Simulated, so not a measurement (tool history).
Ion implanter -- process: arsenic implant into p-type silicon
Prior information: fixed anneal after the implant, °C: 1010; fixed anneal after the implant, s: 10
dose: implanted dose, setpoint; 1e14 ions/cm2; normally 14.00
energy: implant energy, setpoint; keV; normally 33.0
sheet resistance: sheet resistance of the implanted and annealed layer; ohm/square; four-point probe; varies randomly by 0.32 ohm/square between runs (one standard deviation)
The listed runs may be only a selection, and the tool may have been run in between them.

run	hour	dose	energy	wafers since the last listed run	hours since the last dose calibration	hours since the extraction supply was calibrated	hours since the gauge calibration	read-back reference wafer on the same gauge, sheet resistance	sheet resistance
1	0.0	14.00	33.0	0	635.7	5824.2	327.2	97.19	92.52
2	158.9	14.00	33.0	4213	794.6	5983.1	486.1	97.18	93.08
3	219.0	14.00	33.0	1593	854.7	6043.2	546.2	97.16	92.56
4	247.0	14.00	33.0	742	882.7	6071.2	574.2	97.27	92.74
5	282.1	12.91	38.5	930	917.8	6106.3	609.3	97.18	90.82
6	352.5	12.91	38.5	1866	988.2	6176.7	679.7	97.20	90.87
7	419.5	14.00	33.0	1776	1055.2	6243.7	746.7	97.18	92.35
8	449.9	14.00	33.0	806	1085.6	6274.1	777.1	97.19	92.22
9	475.0	14.00	33.0	665	1110.7	6299.2	802.2	97.23	92.26
10	540.0	14.00	33.0	1723	1175.7	6364.2	867.2	97.23	91.88
11	602.5	14.00	41.0	1657	1238.2	6426.7	929.7	97.26	85.26
# hour 647.2: Faraday cup replaced and dose calibrated
12	650.4	14.00	41.0	1057	3.2	6474.6	977.6	97.21	87.45
13	706.5	14.00	33.0	1487	59.3	6530.7	1033.7	97.19	93.83
14	746.2	10.54	29.0	1052	99.0	6570.4	1073.4	97.23	111.51
15	788.7	12.94	39.5	1126	141.5	6612.9	1115.9	97.16	91.54
# hour 820.0: gauge calibrated
16	827.9	12.91	38.5	1039	180.7	6652.1	7.9	97.29	91.89
# hour 881.5: extraction supply calibrated
17	882.6	14.00	33.0	1238	235.4	1.1	62.6	97.20	93.64
18	928.5	9.82	27.5	1217	281.3	47.0	108.5	97.18	116.94
19	988.2	14.00	22.0	1582	341.0	106.7	168.2	97.18	108.89
20	1013.0	16.51	28.0	657	365.8	131.5	193.0	97.23	94.07
21	1081.6	14.00	39.5	1818	434.4	200.1	261.6	97.24	88.01
22	1117.1	14.00	38.5	941	469.9	235.6	297.1	97.24	87.67
23	1166.0	15.87	24.0	1296	518.8	284.5	346.0	97.18	101.49
24	1224.4	11.09	43.5	1548	577.2	342.9	404.4	97.23	95.55
25	1253.8	14.00	33.0	779	606.6	372.3	433.8	97.19	92.84

Run 26 is up next; what results do you expect?
26	1299.0	14.00	33.0	1198	651.8	417.5	479.0	?	?

Run 26 measured read-back reference wafer on the same gauge, sheet resistance 97.23, sheet resistance 92.99 ohm/square.
Were there no unlogged condition in the tool, this run, its random variation unchanged, would have produced sheet resistance 93.83 ohm/square.

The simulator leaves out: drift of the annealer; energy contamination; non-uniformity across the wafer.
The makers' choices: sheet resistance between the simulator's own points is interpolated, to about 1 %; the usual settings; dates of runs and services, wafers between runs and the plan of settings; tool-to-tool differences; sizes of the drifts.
